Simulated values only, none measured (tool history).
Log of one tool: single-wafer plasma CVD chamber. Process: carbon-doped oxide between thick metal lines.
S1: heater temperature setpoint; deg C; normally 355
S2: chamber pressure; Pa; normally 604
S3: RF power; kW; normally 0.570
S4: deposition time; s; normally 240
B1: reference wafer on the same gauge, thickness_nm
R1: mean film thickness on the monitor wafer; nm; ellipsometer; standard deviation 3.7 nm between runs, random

run	hour	S1	S2	S3	S4	B1	R1
1	0.0	355	504	0.570	240	1383.947	1253.575
2	64.8	355	504	0.570	240	1387.083	1247.049
3	126.8	355	604	0.570	240	1385.740	1273.865
4	152.7	355	604	0.570	240	1389.759	1273.742
5	164.7	355	604	0.570	240	1386.494	1266.501
6	198.3	355	604	0.570	240	1386.487	1270.244
# hour 212.9: thermocouple changed; heater temperature recalibrated
# hour 217.3: gauge calibrated
# hour 220.7: showerhead replaced
7	221.2	355	604	0.570	240	1342.272	1230.442
8	248.2	355	604	0.570	240	1343.421	1231.647
9	273.8	355	604	0.570	240	1348.302	1234.195
10	293.9	355	604	0.570	240	1349.772	1240.352
11	322.3	355	604	0.570	240	1350.794	1234.393
12	346.7	355	604	0.570	240	1354.431	1244.518
13	373.3	368	604	0.570	240	1357.027	1214.582
14	391.5	366	660	0.485	213	1360.550	989.093
15	422.2	362	665	0.645	240	1362.733	1345.773
16	440.0	355	604	0.570	240	1362.997	1252.532
# hour 476.3: RF generator calibrated
17	476.8	355	604	0.570	240	1364.671	1256.675
18	486.8	363	711	0.530	258	1367.520	1293.084
19	516.2	355	604	0.570	196	1366.132	1025.037
# hour 550.4: capacitance manometer re-zeroed and calibrated
20	550.9	355	561	0.570	240	1368.523	1243.788
21	571.1	355	461	0.570	262	1370.964	1344.574
22	603.4	355	604	0.570	240	1370.088	1264.319
23	632.4	355	752	0.490	240	1373.205	1180.710
24	662.0	355	604	0.500	210	1372.042	1021.779
25	687.3	363	604	0.490	240	1373.311	1127.611
26	719.2	348	464	0.570	221	1375.062	1146.383
27	744.7	355	604	0.480	240	1375.545	1139.243
28	772.1	355	604	0.510	240	1376.113	1177.986

Subtracting, for every run, the result it would have given without the tool's unlogged condition from the measured result gives the following. The same run-to-run variation enters both numbers; the gauge's scatter may not:
Hidden conditions of the tool in this case: wafer temperature above the value expected at the setpoint (K); delivered RF power above the setpoint (%); true pressure above the setpoint (%); gauge reads high (%).
run	R1
1	+30.998
2	+32.017
3	+33.617
4	+33.938
5	+33.883
6	+34.342
7	-9.136
8	-5.549
9	-2.475
10	-0.257
11	+2.603
12	+4.863
13	+6.909
14	+6.733
15	+11.479
16	+11.825
17	+14.001
18	+14.955
19	+13.039
20	+17.329
21	+19.588
22	+19.587
23	+19.165
24	+17.278
25	+19.657
26	+20.664
27	+21.021
28	+22.227

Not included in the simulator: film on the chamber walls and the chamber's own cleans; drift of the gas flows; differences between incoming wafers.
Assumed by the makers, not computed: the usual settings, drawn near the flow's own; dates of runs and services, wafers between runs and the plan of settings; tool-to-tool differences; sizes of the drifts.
